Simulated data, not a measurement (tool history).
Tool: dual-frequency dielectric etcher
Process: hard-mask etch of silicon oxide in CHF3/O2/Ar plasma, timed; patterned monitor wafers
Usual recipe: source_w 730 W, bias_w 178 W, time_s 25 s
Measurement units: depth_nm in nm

run	day	source_w	bias_w	time_s	wafers since the last listed run	hours since the last wet clean	hours since the last source power generator calibration	hours since the last bias power generator calibration	hours since the last upper electrode change	hours since the gauge calibration	read-back reference wafer on the same gauge, depth_nm	depth_nm
1	0	840	178	25	0	20.4	1115.7	118.9	4356.1	1072.1	61.5	62.3
2	1.029	640	178	26.5	297	45.1	1140.4	143.6	4380.8	1096.8	61.4	60.1
3	3.392	730	178	21.5	683	101.8	1197.1	200.3	4437.5	1153.5	61.5	51.7
4	4.767	730	178	21.5	397	134.8	1230.1	233.3	4470.5	1186.5	61.5	51.5
5	6.421	730	178	21.5	478	174.5	1269.8	273	4510.2	1226.2	61.5	52.1
6	7.817	730	178	25	403	208	1303.3	306.5	4543.7	1259.7	61.4	60.5
# day 9.975: upper electrode replaced
7	9.996	730	200	18.5	341	260.3	1355.6	358.8	0.5	1312	61.5	47.9
8	11.092	730	178	22	317	286.6	1381.9	385.1	26.8	1338.3	61.5	53.5
9	14.892	550	196	25	1099	377.8	1473.1	476.3	118	1429.5	61.5	58.1
10	16.517	730	178	25	470	416.8	1512.1	515.3	157	1468.5	61.5	61.5
# day 19.6: source power generator calibrated
# day 21.688: wet clean of the chamber
11	23.058	670	178	29.5	1555	32.9	83	672.3	314	1625.5	61.5	68.4
12	31.708	810	178	25	2503	240.5	290.6	879.9	521.6	1833.1	61.5	63
13	34.279	730	178	25	743	302.2	352.3	941.6	583.3	1894.8	61.5	60.6
14	35.362	640	220	27.5	313	328.2	378.3	967.6	609.3	1920.8	61.4	71.2
15	36.975	870	178	28.5	466	366.9	417	1006.3	648	1959.5	61.5	74.3
16	38.225	580	143	25	361	396.9	447	1036.3	678	1989.5	61.5	50
# day 40.371: gauge calibrated
# day 40.633: wet clean of the chamber
17	41.204	730	178	25	572	13.7	518.5	1107.8	749.5	20	61.4	59.6
18	43.4	890	178	28	635	66.4	571.2	1160.5	802.2	72.7	61.5	71.4
19	44.671	840	178	25	367	96.9	601.7	1191	832.7	103.2	61.5	63.4
20	47.454	590	146	19.5	805	163.7	668.5	1257.8	899.5	170	61.5	38.9
21	49.233	780	148	28.5	514	206.4	711.2	1300.5	942.2	212.7	61.5	64
22	50.417	730	178	27.5	342	234.8	739.6	1328.9	970.6	241.1	61.5	66.5
23	52.325	620	195	27	552	280.6	785.4	1374.7	1016.4	286.9	61.5	64.4
24	54.712	620	178	19.5	690	337.9	842.7	1432	1073.7	344.2	61.4	44.7
25	57.275	730	178	25	741	399.4	904.2	1493.5	1135.2	405.7	61.6	61.3
26	59.717	730	136	30.5	706	458	962.8	1552.1	1193.8	464.3	61.5	65.4
27	60.979	730	178	30.5	365	488.3	993.1	1582.4	1224.1	494.6	61.5	75.5
28	62.079	730	134	19	318	514.7	1019.5	1608.8	1250.5	521	61.5	40.7
# day 63.829: wet clean of the chamber
29	63.912	730	178	25	241	2	1063.5	1652.8	1294.5	565	61.5	59.6
30	66.458	730	148	19.5	736	63.1	1124.6	1713.9	1355.6	626.1	61.5	42.5

Hidden condition of the tool, last listed run before each entry between runs versus first listed run after:
Run 6 -> run 7: upper electrode replaced (day 9.975)
  etch rate over this chamber's usual, %: 2.05 -> 2.5
  what was measured, less what the result would be without the hidden state, depth_nm: +1.2 -> +1.2 nm
Run 10 -> run 11: source power generator calibrated (day 19.6); wet clean of the chamber (day 21.688)
  etch rate over this chamber's usual, %: 3.85 -> 0.122
  what was measured, less what the result would be without the hidden state, depth_nm: +2.3 -> +0.1 nm
Run 16 -> run 17: gauge calibrated (day 40.371); wet clean of the chamber (day 40.633)
  etch rate over this chamber's usual, %: 3.27 -> -0.0592
  what was measured, less what the result would be without the hidden state, depth_nm: +1.6 -> +0 nm
Run 28 -> run 29: wet clean of the chamber (day 63.829)
  etch rate over this chamber's usual, %: 4.28 -> 0.032
  what was measured, less what the result would be without the hidden state, depth_nm: +1.7 -> +0.1 nm

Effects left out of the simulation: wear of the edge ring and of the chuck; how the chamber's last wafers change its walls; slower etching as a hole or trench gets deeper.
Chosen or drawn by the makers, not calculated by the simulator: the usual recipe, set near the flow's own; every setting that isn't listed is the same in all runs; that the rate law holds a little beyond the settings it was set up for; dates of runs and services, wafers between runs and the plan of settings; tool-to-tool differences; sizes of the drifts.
